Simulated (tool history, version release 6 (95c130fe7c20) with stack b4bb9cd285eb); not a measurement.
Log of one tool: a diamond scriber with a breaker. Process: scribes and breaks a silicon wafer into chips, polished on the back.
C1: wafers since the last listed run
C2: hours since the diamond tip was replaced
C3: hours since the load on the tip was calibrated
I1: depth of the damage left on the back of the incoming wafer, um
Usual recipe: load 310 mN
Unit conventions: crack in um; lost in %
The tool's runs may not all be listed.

run 1 hour=0.0 | load=255 | C1=0 C2=80.4 C3=1093.4 | I1=0.02 | crack=8.04 lost=7.10
run 2 hour=64.6 | load=255 | C1=361 C2=145.0 C3=1158.0 | I1=0.03 | crack=8.11 lost=7.88
run 3 hour=107.0 | load=382 | C1=237 C2=187.4 C3=1200.4 | I1=0.04 | crack=11.77 lost=5.46
run 4 hour=160.6 | load=310 | C1=300 C2=241.0 C3=1254.0 | I1=0.04 | crack=9.77 lost=1.62
run 5 hour=210.2 | load=345 | C1=277 C2=290.6 C3=1303.6 | I1=0.04 | crack=10.28 lost=1.53
run 6 hour=246.3 | load=310 | C1=202 C2=326.7 C3=1339.7 | I1=0.03 | crack=9.33 lost=2.03
-- hour=259.1 diamond tip replaced by a new one
run 7 hour=319.7 | load=310 | C1=399 C2=60.6 C3=1413.1 | I1=0.04 | crack=9.04 lost=3.95
run 8 hour=415.6 | load=310 | C1=537 C2=156.5 C3=1509.0 | I1=0.05 | crack=8.33 lost=4.72
run 9 hour=471.9 | load=277 | C1=315 C2=212.8 C3=1565.3 | I1=0.05 | crack=7.54 lost=12.33
run 10 hour=545.7 | load=310 | C1=413 C2=286.6 C3=1639.1 | I1=0.05 | crack=8.38 lost=6.63
run 11 hour=594.7 | load=276 | C1=274 C2=335.6 C3=1688.1 | I1=0.04 | crack=7.35 lost=16.47
-- hour=653.0 load on the tip recalibrated
-- hour=666.2 diamond tip replaced by a new one, repeated, since the last time left the tool worse
run 12 hour=669.5 | load=276 | C1=396 C2=3.3 C3=16.5 | I1=0.02 | crack=8.70 lost=3.18
run 13 hour=717.3 | load=276 | C1=267 C2=51.1 C3=64.3 | I1=0.05 | crack=9.08 lost=3.31
run 14 hour=803.9 | load=379 | C1=484 C2=137.7 C3=150.9 | I1=0.03 | crack=11.98 lost=5.62
run 15 hour=864.0 | load=310 | C1=336 C2=197.8 C3=211.0 | I1=0.01 | crack=9.59 lost=1.29
run 16 hour=945.8 | load=375 | C1=458 C2=279.6 C3=292.8 | I1=0.02 | crack=10.98 lost=3.52
-- hour=986.9 diamond tip replaced by a new one
run 17 hour=1014.0 | load=375 | C1=370 C2=27.1 C3=361.0 | I1=0.04 | crack=12.01 lost=5.90
run 18 hour=1074.2 | load=342 | C1=337 C2=87.3 C3=421.2 | I1=0.04 | crack=10.91 lost=2.47
run 19 hour=1177.6 | load=236 | C1=579 C2=190.7 C3=524.6 | I1=0.05 | crack=7.59 lost=14.21
-- hour=1267.4 diamond tip replaced by a new one
run 20 hour=1274.2 | load=235 | C1=529 C2=6.8 C3=621.2 | I1=0.04 | crack=7.40 lost=13.15
run 21 hour=1317.5 | load=281 | C1=242 C2=50.1 C3=664.5 | I1=0.01 | crack=9.08 lost=2.68
run 22 hour=1425.3 | load=310 | C1=603 C2=157.9 C3=772.3 | I1=0.05 | crack=10.16 lost=1.39
run 23 hour=1489.7 | load=285 | C1=360 C2=222.3 C3=836.7 | I1=0.04 | crack=9.10 lost=3.17
run 24 hour=1543.2 | load=310 | C1=299 C2=275.8 C3=890.2 | I1=0.03 | crack=9.51 lost=1.57
-- hour=1564.4 diamond tip replaced by a new one
run 25 hour=1594.7 | load=355 | C1=277 C2=30.3 C3=941.7 | I1=0.01 | crack=11.27 lost=3.78
run 26 hour=1642.1 | load=230 | C1=265 C2=77.7 C3=989.1 | I1=0.03 | crack=7.31 lost=16.00

Below are 3 alternative next runs, each starting from the tool's condition after run 26. Predict each:
run A hour=1642.6 | load=310 | C1=2 C2=78.2 C3=989.6 | I1=0.01 | crack=? lost=?
run B hour=1642.6 | load=397 | C1=2 C2=78.2 C3=989.6 | I1=0.01 | crack=? lost=?
run C hour=1642.6 | load=358 | C1=2 C2=78.2 C3=989.6 | I1=0.01 | crack=? lost=?

run=A crack=10.16 lost=1.40
run=B crack=12.72 lost=8.91
run=C crack=11.61 lost=3.96
Had the tool no hidden state, the same runs would have come out as:
run=A crack=10.24 lost=1.39
run=B crack=12.82 lost=9.44
run=C crack=11.70 lost=4.29
